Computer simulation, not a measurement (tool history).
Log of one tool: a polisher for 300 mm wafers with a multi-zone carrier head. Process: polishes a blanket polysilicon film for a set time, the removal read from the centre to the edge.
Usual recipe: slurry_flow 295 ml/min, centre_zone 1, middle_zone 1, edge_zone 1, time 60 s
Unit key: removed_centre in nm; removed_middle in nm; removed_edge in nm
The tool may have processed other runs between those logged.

run,hour,slurry_flow,centre_zone,middle_zone,edge_zone,time,"incoming thickness of the incoming film, nm",removed_centre,removed_middle,removed_edge
1,0,295,1,1,1,60,1754.6,593.8,602.2,627.3
# hour 24.3: edge zone pressure recalibrated
2,34.9,295,1,1,1,60,1772.2,595.3,606.6,605.8
3,55.5,295,1,1,1,60,1776,591.4,598.3,611.3
# hour 69.5: worn pad replaced by a new one
4,89,295,1,1,1,60,1753.9,644.1,653,687
5,119.4,235,1.09,0.89,1,53,1756.6,593.9,500.2,566.1
6,138.8,295,0.9,1,1.12,60,1793.7,570.4,624.1,690.1
7,156.4,295,0.88,1,1,60,1776.3,541.1,611.2,642.4
8,180.4,295,1,1,1,60,1764.3,612.4,619,628.7
9,202.5,245,1,0.97,1,60,1796.5,590,577.9,622.3
10,230.8,295,1,1,1,60,1787.8,606.3,609.8,617.3
11,263.1,295,1,0.9,1,60,1743.6,597.6,558.5,619.1
12,285.3,295,1,1,1,60,1790.8,612.9,593.9,621.9
# hour 295.9: worn pad replaced by a new one
13,299.5,295,1,1,1,60,1798.6,672,665.8,700.2
14,330.8,295,1,1,1,44,1761.6,482.3,476.3,495.8
15,356.8,295,0.91,1,1,74,1802,723.4,792.4,808.7
16,379.9,295,1,1,0.94,41,1769.3,431.6,418.4,424.4
17,395.3,295,1,1,1,73,1772,768.8,755.7,773
18,421.9,295,0.96,0.94,1,60,1769,593.4,589.1,642
19,447.7,295,0.96,1,1.06,60,1782.3,585.3,619.3,647.2
20,461.1,295,1,1,1,60,1771.2,613.6,602.3,624.7
21,492.9,295,1,1,1,60,1761.2,615,593.6,622.2
22,516.5,295,0.89,1,0.9,60,1779.7,540.8,596.3,590.5
# hour 530.8: carrier head's membrane replaced by a new one
# hour 542.5: worn pad replaced by a new one
23,543,295,1,1,1,60,1772.3,671.3,676.6,706.5

Below are 3 alternative next runs, each starting from the tool's condition after run 23. Predict each:
A,543.4,330,1,1,1,60,1796.1,?,?,?
B,543.4,295,0.95,1,1,60,1796.1,?,?,?
C,543.4,295,0.97,0.93,1,60,1796.1,?,?,?

run,removed_centre,removed_middle,removed_edge
A,695.3,703.9,707.9
B,652,696.1,701.8
C,665.5,654.9,702.4
Without the tool's hidden state the same runs would have given:
run,removed_centre,removed_middle,removed_edge
A,698.1,706.7,710.8
B,654.6,698.9,704.6
C,668.2,657.5,705.3

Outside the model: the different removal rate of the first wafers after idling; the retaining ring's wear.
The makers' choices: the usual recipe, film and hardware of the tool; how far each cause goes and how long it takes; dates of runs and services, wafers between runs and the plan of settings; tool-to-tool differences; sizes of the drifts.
